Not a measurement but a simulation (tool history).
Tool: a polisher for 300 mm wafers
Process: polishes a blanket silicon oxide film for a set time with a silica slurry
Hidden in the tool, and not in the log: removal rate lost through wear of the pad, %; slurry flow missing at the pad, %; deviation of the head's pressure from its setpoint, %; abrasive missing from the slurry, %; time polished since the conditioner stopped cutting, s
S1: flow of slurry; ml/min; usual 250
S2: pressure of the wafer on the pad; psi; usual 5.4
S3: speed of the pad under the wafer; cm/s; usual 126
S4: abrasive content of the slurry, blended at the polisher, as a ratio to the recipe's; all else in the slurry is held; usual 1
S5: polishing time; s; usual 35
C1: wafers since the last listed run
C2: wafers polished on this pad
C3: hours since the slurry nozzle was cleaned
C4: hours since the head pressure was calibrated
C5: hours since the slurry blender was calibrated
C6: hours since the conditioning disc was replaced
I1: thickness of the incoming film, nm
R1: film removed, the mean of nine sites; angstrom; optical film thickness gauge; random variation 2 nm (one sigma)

run	day	S1	S2	S3	S4	S5	C1	C2	C3	C4	C5	C6	I1	R1
1	0	270	5.4	126	1	35	0	1019	247.3	1111.3	92.1	58	1245.1	1530
2	1.446	270	5.4	126	1	35	295	1315	282	1146	126.8	92.7	1224.3	1509
3	2.875	270	5.4	126	1	35	291	1607	316.3	1180.3	161.1	127	1237.7	1448
4	3.438	250	5.4	126	1	35	114	1721	329.8	1193.8	174.6	140.5	1256.5	1485
5	4.325	250	5.4	126	1	35	181	1903	351.1	1215.1	195.9	161.8	1240.5	1466
# day 4.512: worn pad replaced by a new one
# day 6.208: head pressure recalibrated
# day 6.871: slurry blender recalibrated
6	7.238	275	5.4	126	1	35	526	522	421	24.7	8.8	231.7	1235.4	1267
7	8.071	290	5.4	126	1.15	35	170	692	441	44.7	28.8	251.7	1249.9	1343
# day 8.646: conditioning disc replaced and pad reconditioned
8	8.908	250	5.4	126	1	31	154	846	461.1	64.8	48.9	6.3	1243.8	1078
# day 9.188: slurry nozzle cleaned
9	9.983	250	5.4	126	1	43	211	1057	19.1	90.6	74.7	32.1	1254	1682
10	11.442	330	4.7	138	1.25	35	297	1355	54.1	125.6	109.7	67.1	1223.9	1448
11	12.792	250	5.4	106	1	35	275	1631	86.5	158	142.1	99.5	1255.5	1201
# day 13.412: worn pad replaced by a new one
12	13.433	250	5.4	126	1	35	97	3	101.9	173.4	157.5	114.9	1248.8	1384
13	14.312	200	5.4	84	1	35	179	183	123	194.5	178.6	136	1257.1	968
14	15.054	200	5.4	126	1	35	151	334	140.8	212.3	196.4	153.8	1256.5	1331
# day 16.679: slurry blender recalibrated
15	17.192	250	5.4	126	1	35	419	754	192.1	263.6	12.3	205.1	1234.9	1387
16	18.438	295	3.9	142	1	43	254	1008	222	293.5	42.2	235	1259.4	1387
17	18.988	250	5.4	102	1	35	112	1121	235.2	306.7	55.4	248.2	1258.2	1171
# day 19.975: conditioning disc replaced and pad reconditioned
18	20.358	325	5.4	126	1.25	46	262	1384	268.1	339.6	88.3	9.2	1236.9	2032
19	20.962	320	7	82	0.85	35	123	1507	282.6	354.1	102.8	23.7	1247.4	1179
20	21.979	250	4.7	112	0.9	35	207	1715	307	378.5	127.2	48.1	1252.9	1043
# day 24.25: worn pad replaced by a new one
21	24.425	250	5.4	126	1	35	465	35	365.7	437.2	185.9	106.8	1246.9	1314
# day 25.675: slurry nozzle cleaned
22	25.696	250	3.6	126	1.2	35	251	286	0.5	467.7	216.4	137.3	1246.5	1024
23	27.042	250	5.4	126	1	35	274	561	32.8	500	248.7	169.6	1243.6	1399
# day 27.712: slurry blender recalibrated
24	28.375	250	4.4	160	1	35	255	817	64.8	532	15.9	201.6	1238.4	1415

What the log doesn't show, run by run:
removal rate lost through wear of the pad, %: 0 in every run
abrasive missing from the slurry, %: 0 in every run
time polished since the conditioner stopped cutting, s: 0 in every run
H1: slurry flow missing at the pad, %
H2: deviation of the head's pressure from its setpoint, %
run	H1	H2
1	16.2	8.97
2	20.5	9.53
3	25.4	10.1
4	27.5	10.3
5	30.9	10.7
6	43.7	-1.41
7	47.8	-1.4
8	52.1	-1.39
9	2.31	-1.36
10	2.92	-1.3
11	4	-1.23
12	4.69	-1.2
13	5.81	-1.14
14	6.93	-1.09
15	11	-0.913
16	13.9	-0.793
17	15.4	-0.735
18	19.3	-0.581
19	21.2	-0.509
20	24.6	-0.379
21	34	-0.0332
22	0.0764	0.166
23	0.331	0.392
24	1.07	0.631
